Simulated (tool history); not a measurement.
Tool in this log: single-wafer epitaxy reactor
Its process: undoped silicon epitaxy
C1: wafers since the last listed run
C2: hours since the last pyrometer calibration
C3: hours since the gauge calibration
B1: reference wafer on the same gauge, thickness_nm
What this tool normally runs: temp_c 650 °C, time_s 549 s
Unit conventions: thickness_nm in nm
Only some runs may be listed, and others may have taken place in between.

{"run": 1, "hour": 0.0, "temp_c": 650, "time_s": 635, "C1": 0, "C2": 2166.0, "C3": 18.3, "B1": 104.178, "thickness_nm": 129.713}
{"run": 2, "hour": 29.7, "temp_c": 650, "time_s": 549, "C1": 106, "C2": 2195.7, "C3": 48.0, "B1": 104.184, "thickness_nm": 112.064}
{"run": 3, "hour": 65.6, "temp_c": 650, "time_s": 589, "C1": 128, "C2": 2231.6, "C3": 83.9, "B1": 104.166, "thickness_nm": 121.128}
{"run": 4, "hour": 80.5, "temp_c": 650, "time_s": 465, "C1": 53, "C2": 2246.5, "C3": 98.8, "B1": 104.163, "thickness_nm": 94.933}
{"run": 5, "hour": 103.6, "temp_c": 650, "time_s": 465, "C1": 82, "C2": 2269.6, "C3": 121.9, "B1": 104.222, "thickness_nm": 95.846}
{"run": 6, "hour": 131.8, "temp_c": 650, "time_s": 549, "C1": 101, "C2": 2297.8, "C3": 150.1, "B1": 104.232, "thickness_nm": 112.776}
{"hour": 162.6, "done": "pyrometer calibrated"}
{"run": 7, "hour": 165.7, "temp_c": 650, "time_s": 549, "C1": 92, "C2": 3.1, "C3": 184.0, "B1": 104.23, "thickness_nm": 100.656}
{"run": 8, "hour": 214.8, "temp_c": 657, "time_s": 549, "C1": 176, "C2": 52.2, "C3": 233.1, "B1": 104.159, "thickness_nm": 118.152}
{"run": 9, "hour": 240.6, "temp_c": 657, "time_s": 549, "C1": 92, "C2": 78.0, "C3": 258.9, "B1": 104.166, "thickness_nm": 119.208}
{"run": 10, "hour": 263.5, "temp_c": 650, "time_s": 549, "C1": 82, "C2": 100.9, "C3": 281.8, "B1": 104.165, "thickness_nm": 100.18}
{"run": 11, "hour": 291.6, "temp_c": 663, "time_s": 449, "C1": 100, "C2": 129.0, "C3": 309.9, "B1": 104.282, "thickness_nm": 112.669}
{"run": 12, "hour": 322.1, "temp_c": 637, "time_s": 636, "C1": 109, "C2": 159.5, "C3": 340.4, "B1": 104.148, "thickness_nm": 83.965}
{"run": 13, "hour": 355.7, "temp_c": 650, "time_s": 549, "C1": 120, "C2": 193.1, "C3": 374.0, "B1": 104.244, "thickness_nm": 101.191}
{"run": 14, "hour": 381.2, "temp_c": 660, "time_s": 482, "C1": 91, "C2": 218.6, "C3": 399.5, "B1": 104.128, "thickness_nm": 113.266}
{"hour": 395.0, "done": "gauge calibrated"}
{"run": 15, "hour": 399.3, "temp_c": 654, "time_s": 549, "C1": 64, "C2": 236.7, "C3": 4.3, "B1": 104.184, "thickness_nm": 110.94}
{"run": 16, "hour": 421.7, "temp_c": 638, "time_s": 631, "C1": 80, "C2": 259.1, "C3": 26.7, "B1": 104.295, "thickness_nm": 85.635}
{"run": 17, "hour": 449.9, "temp_c": 650, "time_s": 549, "C1": 101, "C2": 287.3, "C3": 54.9, "B1": 104.212, "thickness_nm": 101.893}
{"run": 18, "hour": 464.4, "temp_c": 643, "time_s": 549, "C1": 52, "C2": 301.8, "C3": 69.4, "B1": 104.054, "thickness_nm": 85.574}
{"run": 19, "hour": 482.9, "temp_c": 650, "time_s": 549, "C1": 66, "C2": 320.3, "C3": 87.9, "B1": 104.215, "thickness_nm": 101.759}
{"run": 20, "hour": 503.6, "temp_c": 650, "time_s": 549, "C1": 74, "C2": 341.0, "C3": 108.6, "B1": 104.174, "thickness_nm": 101.482}

Predict each of these 4 candidate next runs independently; none follows another, all start after run 20:
{"run": "A", "hour": 504.2, "temp_c": 650, "time_s": 549, "C1": 2, "C2": 341.6, "C3": 109.2, "B1": "?", "thickness_nm": "?"}
{"run": "B", "hour": 504.2, "temp_c": 644, "time_s": 643, "C1": 2, "C2": 341.6, "C3": 109.2, "B1": "?", "thickness_nm": "?"}
{"run": "C", "hour": 504.2, "temp_c": 639, "time_s": 519, "C1": 2, "C2": 341.6, "C3": 109.2, "B1": "?", "thickness_nm": "?"}
{"run": "D", "hour": 504.2, "temp_c": 658, "time_s": 449, "C1": 2, "C2": 341.6, "C3": 109.2, "B1": "?", "thickness_nm": "?"}

run=A B1=104.257 thickness_nm=101.200
run=B B1=104.257 thickness_nm=102.057
run=C B1=104.257 thickness_nm=72.595
run=D B1=104.257 thickness_nm=100.695
With the hidden condition removed and each run's random variation left untouched, the same runs would have given:
run=A thickness_nm=97.679
run=B thickness_nm=98.454
run=C thickness_nm=70.001
run=D thickness_nm=97.259

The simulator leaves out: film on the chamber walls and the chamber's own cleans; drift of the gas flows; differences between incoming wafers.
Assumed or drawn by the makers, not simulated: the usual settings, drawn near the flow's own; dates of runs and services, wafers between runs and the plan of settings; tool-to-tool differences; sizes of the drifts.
